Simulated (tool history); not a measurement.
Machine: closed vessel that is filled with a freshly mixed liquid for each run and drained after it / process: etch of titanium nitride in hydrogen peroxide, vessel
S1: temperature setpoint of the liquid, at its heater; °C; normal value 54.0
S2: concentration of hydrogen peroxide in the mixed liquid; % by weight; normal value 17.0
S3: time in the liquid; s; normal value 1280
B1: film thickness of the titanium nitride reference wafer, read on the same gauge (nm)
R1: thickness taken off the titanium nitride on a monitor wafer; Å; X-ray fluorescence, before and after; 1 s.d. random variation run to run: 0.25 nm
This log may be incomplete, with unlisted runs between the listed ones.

| run | hour | S1 | S2 | S3 | B1 | R1 |
|---|---|---|---|---|---|---|
| 1 | 0.0 | 54.0 | 15.5 | 1280 | 30.01 | 439.1 |
| 2 | 60.7 | 54.0 | 15.5 | 1280 | 30.00 | 440.2 |
| 3 | 96.9 | 54.0 | 15.5 | 1280 | 29.98 | 437.3 |
| 4 | 177.4 | 52.0 | 17.0 | 1280 | 29.96 | 386.7 |
| 5 | 242.8 | 52.0 | 17.0 | 1280 | 30.01 | 390.4 |
|  | 317.3 | gauge calibrated |
| 6 | 329.9 | 60.0 | 17.0 | 1280 | 29.97 | 685.0 |
| 7 | 401.3 | 54.0 | 17.0 | 1280 | 30.01 | 450.2 |
| 8 | 478.7 | 54.0 | 17.0 | 1280 | 29.99 | 455.6 |
| 9 | 543.2 | 54.0 | 17.0 | 1280 | 29.99 | 452.9 |
| 10 | 584.2 | 57.0 | 17.0 | 1280 | 29.97 | 560.9 |
| 11 | 621.5 | 54.0 | 17.0 | 1885 | 29.98 | 671.8 |
| 12 | 693.7 | 51.0 | 17.0 | 1280 | 29.98 | 370.0 |
|  | 754.7 | peroxide flow meter replaced |
|  | 780.6 | new drum of peroxide connected |
| 13 | 794.9 | 54.0 | 17.0 | 635 | 29.99 | 224.8 |
|  | 804.4 | thermometer replaced |
| 14 | 841.3 | 54.0 | 17.0 | 1280 | 30.00 | 437.4 |
| 15 | 921.1 | 54.0 | 21.0 | 1280 | 30.01 | 460.8 |
| 16 | 1023.8 | 61.0 | 20.0 | 1515 | 29.98 | 870.3 |

What if the next run were any one of these 5? Each begins from the tool's condition after run 16:
| A | 1024.8 | 54.0 | 17.0 | 585 | ? | ? |
| B | 1024.8 | 44.5 | 18.5 | 1505 | ? | ? |
| C | 1024.8 | 49.0 | 12.5 | 1280 | ? | ? |
| D | 1024.8 | 60.5 | 14.0 | 600 | ? | ? |
| E | 1024.8 | 54.0 | 17.0 | 1620 | ? | ? |

| run | B1 | R1 |
|---|---|---|
| A | 30.01 | 200.4 |
| B | 30.01 | 263.6 |
| C | 30.01 | 287.5 |
| D | 30.01 | 309.1 |
| E | 30.01 | 555.1 |
Had the tool no hidden state, the same runs would have come out as:
| run | R1 |
|---|---|
| A | 198.9 |
| B | 261.4 |
| C | 285.2 |
| D | 306.8 |
| E | 550.8 |
